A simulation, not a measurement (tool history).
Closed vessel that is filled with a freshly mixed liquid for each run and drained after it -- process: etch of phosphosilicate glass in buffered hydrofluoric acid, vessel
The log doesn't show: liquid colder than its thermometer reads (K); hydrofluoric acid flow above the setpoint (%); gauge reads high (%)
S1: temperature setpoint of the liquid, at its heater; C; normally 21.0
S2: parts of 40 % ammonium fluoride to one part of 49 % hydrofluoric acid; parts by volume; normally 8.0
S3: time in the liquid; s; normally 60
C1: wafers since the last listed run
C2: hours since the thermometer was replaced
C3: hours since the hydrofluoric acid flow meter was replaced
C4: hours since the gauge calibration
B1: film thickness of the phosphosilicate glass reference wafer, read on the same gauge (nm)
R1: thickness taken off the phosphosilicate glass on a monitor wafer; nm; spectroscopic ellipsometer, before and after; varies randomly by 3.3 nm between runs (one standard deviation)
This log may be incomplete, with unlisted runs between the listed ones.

| run | hour | S1 | S2 | S3 | C1 | C2 | C3 | C4 | B1 | R1 |
|---|---|---|---|---|---|---|---|---|---|---|
| 1 | 0.0 | 21.0 | 10.0 | 60 | 0 | 1022.5 | 401.2 | 725.8 | 89.96 | 281.78 |
| 2 | 40.5 | 21.0 | 10.0 | 60 | 5065 | 1063.0 | 441.7 | 766.3 | 89.98 | 283.80 |
| 3 | 105.0 | 21.0 | 7.0 | 60 | 8067 | 1127.5 | 506.2 | 830.8 | 90.00 | 396.89 |
| 4 | 169.6 | 21.0 | 7.0 | 60 | 8079 | 1192.1 | 570.8 | 895.4 | 89.98 | 397.68 |
| 5 | 239.9 | 21.0 | 7.0 | 60 | 8792 | 1262.4 | 641.1 | 965.7 | 89.99 | 413.81 |
| 6 | 301.6 | 24.5 | 9.0 | 60 | 7717 | 1324.1 | 702.8 | 1027.4 | 89.99 | 390.10 |
| 7 | 348.4 | 24.5 | 9.0 | 60 | 5853 | 1370.9 | 749.6 | 1074.2 | 90.00 | 389.04 |
| 8 | 411.0 | 17.5 | 8.0 | 35 | 7829 | 1433.5 | 812.2 | 1136.8 | 89.98 | 174.84 |
|  | 573.6 | thermometer replaced |
| 9 | 592.7 | 17.5 | 8.0 | 35 | 22601 | 19.1 | 993.9 | 1318.5 | 90.02 | 178.26 |
| 10 | 659.6 | 17.5 | 8.0 | 35 | 8367 | 86.0 | 1060.8 | 1385.4 | 90.01 | 178.73 |
| 11 | 703.4 | 19.5 | 10.0 | 60 | 5478 | 129.8 | 1104.6 | 1429.2 | 90.02 | 275.60 |

Forecast run 12:
|  | 726.1 | hydrofluoric acid flow meter replaced |
| 12 | 747.6 | 17.0 | 6.5 | 50 | 5403 | 174.0 | 21.5 | 1473.4 | ? | ? |

{"run 12": {"B1": 90.03, "R1": 275.13}}
The same run, on a tool lacking any hidden state, would have yielded R1 274.44 nm.

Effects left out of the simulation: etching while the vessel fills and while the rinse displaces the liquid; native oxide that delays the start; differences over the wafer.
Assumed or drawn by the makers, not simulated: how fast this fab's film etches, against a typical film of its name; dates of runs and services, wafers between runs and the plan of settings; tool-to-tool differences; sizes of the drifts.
